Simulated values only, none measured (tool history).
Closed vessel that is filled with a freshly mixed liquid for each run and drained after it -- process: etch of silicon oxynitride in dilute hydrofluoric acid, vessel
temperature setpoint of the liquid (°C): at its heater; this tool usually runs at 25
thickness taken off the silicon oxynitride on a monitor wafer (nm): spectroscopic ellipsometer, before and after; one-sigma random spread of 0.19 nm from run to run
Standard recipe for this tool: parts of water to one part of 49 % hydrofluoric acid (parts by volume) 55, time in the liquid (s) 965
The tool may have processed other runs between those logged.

run    hour  temperature setpoint of the liquid (°C)  parts of water to one part of 49 % hydrofluoric acid (parts by volume)  time in the liquid (s)  read-back film thickness of the silicon oxynitride reference wafer, read on the same gauge (nm)  thickness taken off the silicon oxynitride on a monitor wafer (nm)
  1       0                                       25                                                                      55                     965                                                                                            50.02                                                               26.73
  2    44.3                                       25                                                                      55                     965                                                                                            50.01                                                               26.88
  3   114.9                                     23.5                                                                      55                     965                                                                                            50.02                                                               24.94
  4   171.4                                       25                                                                      55                     965                                                                                            49.99                                                               26.85
  5   202.6                                       25                                                                      35                     965                                                                                            49.99                                                               42.97
  6     227                                       25                                                                      55                     510                                                                                            49.99                                                               14.24
  7   253.3                                       25                                                                      55                     510                                                                                            50.01                                                               14.14
  8   304.6                                       25                                                                      55                     510                                                                                            49.99                                                               13.98
  9   374.1                                       25                                                                      55                     965                                                                                               50                                                               26.69
      433.8  -- hydrofluoric acid flow meter replaced
 10   445.2                                       25                                                                      55                     965                                                                                            49.98                                                               26.67
 11   589.6                                       25                                                                      55                     965                                                                                               50                                                               26.62
      611.7  -- thermometer replaced
 12   645.3                                       25                                                                      55                     965                                                                                               50                                                               28.92
 13   681.6                                       25                                                                      55                     965                                                                                               50                                                               28.63
 14   861.3                                       25                                                                      55                     965                                                                                               50                                                               28.75
 15   932.7                                     29.5                                                                      55                    1505                                                                                               50                                                               55.51
 16   964.5                                       25                                                                      55                    1260                                                                                               50                                                               37.32
 17  1003.2                                     22.5                                                                      85                     965                                                                                               50                                                               16.01
 18  1079.8                                     21.5                                                                      75                    1255                                                                                            49.99                                                               22.65
     1151.2  -- hydrofluoric acid flow meter replaced
     1172.9  -- gauge calibrated
 19  1211.9                                       25                                                                      55                     510                                                                                            49.99                                                               15.22

Forecast run 20:
 20  1252.3                                       25                                                                      55                     965                                                                                                ?                                                                   ?

read-back film thickness of the silicon oxynitride reference wafer, read on the same gauge (nm): 50.01
thickness taken off the silicon oxynitride on a monitor wafer (nm): 28.37
If the tool had no hidden condition, the same run with the same run-to-run variation would have returned thickness taken off the silicon oxynitride on a monitor wafer (nm) 29.09.

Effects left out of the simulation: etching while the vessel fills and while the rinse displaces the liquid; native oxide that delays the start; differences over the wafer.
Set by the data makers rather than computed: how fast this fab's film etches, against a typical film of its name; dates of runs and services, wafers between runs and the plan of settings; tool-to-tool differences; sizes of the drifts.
